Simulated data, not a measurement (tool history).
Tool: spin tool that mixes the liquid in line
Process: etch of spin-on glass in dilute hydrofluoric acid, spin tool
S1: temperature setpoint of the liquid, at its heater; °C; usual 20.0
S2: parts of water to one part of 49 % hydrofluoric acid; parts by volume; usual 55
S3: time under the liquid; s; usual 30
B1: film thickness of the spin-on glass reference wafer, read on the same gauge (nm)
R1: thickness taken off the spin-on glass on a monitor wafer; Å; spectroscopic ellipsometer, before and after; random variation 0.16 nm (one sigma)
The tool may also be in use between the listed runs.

run     day    S1  S2  S3      B1     R1
  1   0.000  20.0  70  25  149.99  130.1
  2   2.208  20.0  70  25  149.99  129.5
  3   3.700  20.0  55  30  150.04  200.8
  4   5.454  20.0  55  30  150.01  199.9
  5   7.854  20.0  55  30  150.02  200.2
  6  10.788  20.0  55  30  150.00  200.7
  7  13.112  20.0  55  30  149.98  196.6
  8  14.217  20.0  55  30  149.96  197.7
  9  15.996  20.0  55  30  149.99  195.6
     17.554  -- thermometer replaced
 10  20.125  20.0  55  30  150.03  197.8
 11  21.946  20.0  55  30  150.00  196.6
 12  24.933  20.0  55  30  150.00  195.1
 13  27.392  20.0  55  30  149.99  193.5
 14  30.375  17.5  75  50  149.99  210.4
 15  32.875  17.0  80  40  150.00  151.3
 16  35.796  21.5  40  30  150.01  286.2
 17  37.254  22.5  55  30  150.01  212.9
 18  38.767  20.0  70  30  150.05  148.4
 19  41.383  20.0  55  30  150.01  191.5
 20  44.375  20.0  55  40  150.04  256.0
     46.067  -- hydrofluoric acid flow meter replaced
 21  46.833  20.0  80  30  150.04  137.6
 22  49.621  20.0  55  15  150.00  103.5
 23  51.900  20.0  55  30  150.00  209.3
 24  54.242  23.0  70  20  150.01  120.4
     55.321  -- gauge calibrated
 25  55.550  20.0  55  30  149.99  207.4
 26  57.521  20.0  45  30  150.00  255.3
 27  60.446  20.0  80  50  150.01  228.6
 28  63.446  20.0  65  45  149.99  253.1
 29  65.946  17.0  55  30  150.01  179.7
 30  67.012  23.5  25  20  149.98  366.9
 31  68.454  17.0  75  20  149.99   85.5
 32  72.329  20.0  55  30  150.01  205.2
 33  74.121  24.0  55  30  150.02  237.2
 34  76.071  18.0  75  30  149.98  134.7
 35  77.450  18.5  55  40  150.00  249.6

Some steps in R1 between neighbouring runs. How much of each would the tool show without its hidden state too (settings, what came in, random variation), and how much is left for the hidden state, with any gauge scatter that isn't in both results?
The hidden state here: liquid colder than its thermometer reads (K); hydrofluoric acid flow below the setpoint (%); gauge reads high (%).
Run 15 -> 16: S1 17.0 -> 21.5, S2 80 -> 40, S3 40 -> 30. R1 +134.9 Å: hidden state -11.3, all else +146.2.
Run 20 -> 21: S2 55 -> 80, S3 40 -> 30, hydrofluoric acid flow meter replaced. R1 -118.4 Å: hidden state +23.8, all else -142.2.
Run 29 -> 30: S1 17.0 -> 23.5, S2 55 -> 25, S3 30 -> 20. R1 +187.2 Å: hidden state -4.9, all else +192.1.
Run 30 -> 31: S1 23.5 -> 17.0, S2 25 -> 75. R1 -281.4 Å: hidden state +7.0, all else -288.4.

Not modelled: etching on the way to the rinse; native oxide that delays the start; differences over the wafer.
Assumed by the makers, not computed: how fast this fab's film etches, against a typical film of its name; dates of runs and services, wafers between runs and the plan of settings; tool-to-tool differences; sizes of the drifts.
